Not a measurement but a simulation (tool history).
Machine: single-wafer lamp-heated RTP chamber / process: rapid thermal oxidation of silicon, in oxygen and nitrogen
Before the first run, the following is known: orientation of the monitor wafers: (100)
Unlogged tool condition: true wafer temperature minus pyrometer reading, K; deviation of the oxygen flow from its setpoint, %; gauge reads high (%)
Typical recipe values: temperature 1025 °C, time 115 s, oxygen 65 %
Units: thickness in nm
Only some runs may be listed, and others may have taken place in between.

run    hour  temperature  time  oxygen  wafers since the last listed run  wafers since the last pyrometer calibration  hours since the oxygen flow controller was replaced  hours since the gauge calibration  read-back reference wafer on the same gauge, thickness  thickness
  1     0.0         1039   115      65                                 0                                         4068                                               3306.4                              580.6                                                   7.234      9.126
       16.0  -- pyrometer window cleaned and pyrometer calibrated
  2    69.1         1039   115      65                               433                                          376                                               3375.5                              649.7                                                   7.227      8.933
  3   107.2         1025    86      65                               270                                          647                                               3413.6                              687.8                                                   7.235      7.148
  4   149.0         1025    86      65                               296                                          944                                               3455.4                              729.6                                                   7.220      7.169
  5   180.3         1025    86      65                               222                                         1166                                               3486.7                              760.9                                                   7.234      7.132
  6   249.3         1025   115      65                               489                                         1656                                               3555.7                              829.9                                                   7.231      8.161
  7   295.1         1025   115      65                               325                                         1981                                               3601.5                              875.7                                                   7.225      8.076
  8   340.9         1025   115      65                               325                                         2306                                               3647.3                              921.5                                                   7.225      8.146
  9   380.2         1025   115      65                               279                                         2585                                               3686.6                              960.8                                                   7.224      8.204
 10   429.9         1025   115      65                               352                                         2938                                               3736.3                             1010.5                                                   7.239      8.222
 11   519.9         1025   115      65                               638                                         3577                                               3826.3                             1100.5                                                   7.233      8.289
 12   694.3         1047   115      65                              1238                                         4815                                               4000.7                             1274.9                                                   7.222      9.857
      736.0  -- pyrometer window cleaned and pyrometer calibrated
 13   745.8         1047   115      65                               308                                           69                                               4052.2                             1326.4                                                   7.231      9.449
      768.0  -- oxygen flow controller replaced
 14   794.6         1047   115      65                               289                                          359                                                 26.6                             1375.2                                                   7.235      9.511
 15   861.8         1025    76      50                               477                                          836                                                 93.8                             1442.4                                                   7.230      6.156
      895.7  -- gauge calibrated
 16   897.8         1025   115      65                               255                                         1091                                                129.8                                2.1                                                   7.228      8.194
 17   953.5         1042    84      65                               395                                         1487                                                185.5                               57.8                                                   7.222      8.011
 18  1007.1         1025   138      65                               380                                         1867                                                239.1                              111.4                                                   7.229      8.927
 19  1045.2          998   150      50                               270                                         2138                                                277.2                              149.5                                                   7.226      6.953
 20  1179.6         1002   115      51                               954                                         3092                                                411.6                              283.9                                                   7.230      6.375
 21  1218.3         1025   115      65                               274                                         3367                                                450.3                              322.6                                                   7.234      8.210
 22  1284.2         1041   171      94                               467                                         3835                                                516.2                              388.5                                                   7.225     12.887
     1341.9  -- pyrometer window cleaned and pyrometer calibrated
 23  1352.7         1025   115      65                               429                                           76                                                584.7                              457.0                                                   7.222      8.170
 24  1380.0         1025    67      56                               193                                          270                                                612.0                              484.3                                                   7.223      6.049
 25  1438.6         1048   164      57                               416                                          686                                                670.6                              542.9                                                   7.224     10.730
 26  1490.5         1025    74      65                               368                                         1054                                                722.5                              594.8                                                   7.228      6.723
 27  1535.1         1025   115      65                               316                                         1371                                                767.1                              639.4                                                   7.227      8.161
 28  1649.4         1025   115      65                               811                                         2182                                                881.4                              753.7                                                   7.224      8.212
 29  1836.4         1004   115      65                              1327                                         3510                                               1068.4                              940.7                                                   7.233      7.076
 30  1891.6         1025   115      52                               391                                         3902                                               1123.6                              995.9                                                   7.225      7.696
 31  1939.5         1050   115      48                               340                                         4242                                               1171.5                             1043.8                                                   7.222      8.848
     1981.6  -- pyrometer window cleaned and pyrometer calibrated
 32  1982.1         1010   115      88                               245                                            3                                               1214.1                             1086.4                                                   7.228      8.131
 33  2003.6         1042    64      55                               152                                          156                                               1235.6                             1107.9                                                   7.231      6.655

Pick out some run-to-run changes in thickness. Of each, how much would a tool without hidden state show as well, from the settings, what came in and chance, and how much is left for the hidden state and any gauge scatter not in both results compared?
Run 1 -> 2: pyrometer window cleaned and pyrometer calibrated. thickness -0.193 nm: hidden state -0.273, all else +0.080.
Run 12 -> 13: pyrometer window cleaned and pyrometer calibrated. thickness -0.408 nm: hidden state -0.389, all else -0.019.
Run 21 -> 22: temperature 1025 -> 1041, time 115 -> 171, oxygen 65 -> 94. thickness +4.677 nm: hidden state +0.189, all else +4.488.
Run 22 -> 23: temperature 1041 -> 1025, time 171 -> 115, oxygen 94 -> 65, pyrometer window cleaned and pyrometer calibrated. thickness -4.717 nm: hidden state -0.374, all else -4.343.
Run 24 -> 25: temperature 1025 -> 1048, time 67 -> 164, oxygen 56 -> 57. thickness +4.681 nm: hidden state +0.015, all else +4.666.
